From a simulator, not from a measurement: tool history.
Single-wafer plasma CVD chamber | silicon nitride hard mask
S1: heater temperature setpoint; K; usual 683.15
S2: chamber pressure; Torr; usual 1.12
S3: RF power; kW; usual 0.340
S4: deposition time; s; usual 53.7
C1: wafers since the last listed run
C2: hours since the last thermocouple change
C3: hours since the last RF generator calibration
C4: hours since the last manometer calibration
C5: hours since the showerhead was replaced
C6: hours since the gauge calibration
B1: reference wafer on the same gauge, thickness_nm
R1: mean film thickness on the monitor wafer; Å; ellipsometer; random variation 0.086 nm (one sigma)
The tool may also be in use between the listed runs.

Run 1, day 0.000: usual settings; C1 0; C2 1429.6; C3 1243.0; C4 2410.4; C5 4768.4; C6 40.8; B1 50.493. Result: R1 551.56 Å.
Run 2, day 1.088: usual settings; C1 371; C2 1455.7; C3 1269.1; C4 2436.5; C5 4794.5; C6 66.9; B1 50.514. Result: R1 551.57 Å.
Run 3, day 1.338: usual settings; C1 85; C2 1461.7; C3 1275.1; C4 2442.5; C5 4800.5; C6 72.9; B1 50.490. Result: R1 552.30 Å.
Run 4, day 1.775: usual settings; C1 149; C2 1472.2; C3 1285.6; C4 2453.0; C5 4811.0; C6 83.4; B1 50.487. Result: R1 550.84 Å.
Run 5, day 2.354: usual settings; C1 197; C2 1486.1; C3 1299.5; C4 2466.9; C5 4824.9; C6 97.3; B1 50.505. Result: R1 551.97 Å.
Run 6, day 2.771: usual settings; C1 142; C2 1496.1; C3 1309.5; C4 2476.9; C5 4834.9; C6 107.3; B1 50.515. Result: R1 550.95 Å.
Run 7, day 3.425: usual settings; C1 223; C2 1511.8; C3 1325.2; C4 2492.6; C5 4850.6; C6 123.0; B1 50.508. Result: R1 551.80 Å.
Run 8, day 3.796: usual settings; C1 126; C2 1520.7; C3 1334.1; C4 2501.5; C5 4859.5; C6 131.9; B1 50.502. Result: R1 549.71 Å.
At day 5.354: thermocouple changed; heater temperature recalibrated.
At day 5.525: capacitance manometer re-zeroed and calibrated.
Run 9, day 5.546: usual settings but S1 676.15 K; C1 424; C2 4.6; C3 1376.1; C4 0.5; C5 4901.5; C6 173.9; B1 50.493. Result: R1 553.42 Å.
At day 6.038: gauge calibrated.
At day 6.179: showerhead replaced.
At day 6.196: RF generator calibrated.
Run 10, day 6.217: usual settings but S1 695.15 K, S2 0.96 Torr, S3 0.290 kW, S4 47.2 s; C1 109; C2 20.7; C3 0.5; C4 16.6; C5 0.9; C6 4.3; B1 50.505. Result: R1 446.45 Å.
Run 11, day 6.471: usual settings but S1 690.15 K, S2 1.27 Torr, S3 0.365 kW, S4 47.2 s; C1 86; C2 26.8; C3 6.6; C4 22.7; C5 7.0; C6 10.4; B1 50.479. Result: R1 535.38 Å.
Run 12, day 6.908: usual settings but S1 677.15 K; C1 149; C2 37.3; C3 17.1; C4 33.2; C5 17.5; C6 20.9; B1 50.515. Result: R1 574.19 Å.
Run 13, day 7.517: usual settings but S2 1.24 Torr, S3 0.395 kW, S4 56.4 s; C1 207; C2 51.9; C3 31.7; C4 47.8; C5 32.1; C6 35.5; B1 50.505. Result: R1 663.49 Å.
Run 14, day 8.058: usual settings but S1 672.15 K, S4 57.7 s; C1 184; C2 64.9; C3 44.7; C4 60.8; C5 45.1; C6 48.5; B1 50.478. Result: R1 615.41 Å.

Some steps in R1 between neighbouring runs. How much of each would the tool show without its hidden state too (settings, what came in, random variation), and how much is left for the hidden state, with any gauge scatter that isn't in both results?
The hidden state here: wafer temperature above the value expected at the setpoint (K); delivered RF power above the setpoint (%); true pressure above the setpoint (%); gauge reads high (%).
Run 9 -> 10: S1 676.15 -> 695.15, S2 1.12 -> 0.96, S3 0.340 -> 0.290, S4 53.7 -> 47.2, gauge calibrated, showerhead replaced, RF generator calibrated. R1 -106.97 Å: hidden state +22.88, all else -129.85.
